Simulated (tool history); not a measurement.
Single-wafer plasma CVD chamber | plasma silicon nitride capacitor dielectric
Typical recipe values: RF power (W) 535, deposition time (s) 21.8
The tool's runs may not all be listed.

| run | hour | RF power (W) | deposition time (s) | read-back reference wafer on the same gauge, thickness_nm | mean film thickness on the monitor wafer (Å) |
|---|---|---|---|---|---|
| 1 | 0.0 | 515 | 24.8 | 29.414 | 361.71 |
| 2 | 27.1 | 535 | 21.8 | 29.385 | 320.36 |
| 3 | 56.8 | 535 | 21.8 | 29.406 | 320.81 |
| 4 | 130.6 | 535 | 21.8 | 29.409 | 321.33 |
| 5 | 154.0 | 535 | 21.8 | 29.396 | 321.78 |
| 6 | 175.5 | 535 | 21.8 | 29.455 | 320.45 |
| 7 | 189.2 | 490 | 21.8 | 29.365 | 308.22 |
| 8 | 224.1 | 490 | 21.8 | 29.400 | 309.64 |
| 9 | 249.5 | 490 | 21.8 | 29.380 | 308.93 |
| 10 | 280.3 | 535 | 21.8 | 29.372 | 319.48 |
|  | 296.5 | showerhead replaced, of another model than before |
| 11 | 303.1 | 535 | 21.8 | 29.447 | 315.71 |
| 12 | 338.9 | 535 | 21.8 | 29.367 | 313.33 |
|  | 372.6 | RF generator calibrated |
| 13 | 373.1 | 600 | 23.7 | 29.446 | 379.30 |
| 14 | 386.9 | 475 | 18.3 | 29.389 | 253.67 |
| 15 | 399.0 | 535 | 21.8 | 29.381 | 324.51 |
|  | 411.8 | gauge calibrated |
| 16 | 412.6 | 640 | 23.8 | 29.439 | 395.18 |
| 17 | 427.5 | 475 | 18.3 | 29.411 | 252.95 |
| 18 | 440.8 | 470 | 23.7 | 29.415 | 325.73 |
| 19 | 458.4 | 535 | 21.8 | 29.391 | 325.08 |
| 20 | 485.4 | 535 | 24.5 | 29.388 | 366.59 |
| 21 | 503.3 | 500 | 26.0 | 29.396 | 370.85 |
| 22 | 536.5 | 595 | 24.3 | 29.431 | 387.35 |

Branching from run 22: 3 alternative next runs. What would each branch give?
| A | 536.9 | 535 | 21.8 | ? | ? |
| B | 536.9 | 505 | 20.1 | ? | ? |
| C | 536.9 | 565 | 17.9 | ? | ? |

| run | read-back reference wafer on the same gauge, thickness_nm | mean film thickness on the monitor wafer (Å) |
|---|---|---|
| A | 29.370 | 326.09 |
| B | 29.370 | 289.58 |
| C | 29.370 | 276.83 |
Stripped of hidden state, with their random variation kept, the same runs would have yielded:
| run | mean film thickness on the monitor wafer (Å) |
|---|---|
| A | 329.43 |
| B | 292.54 |
| C | 279.67 |
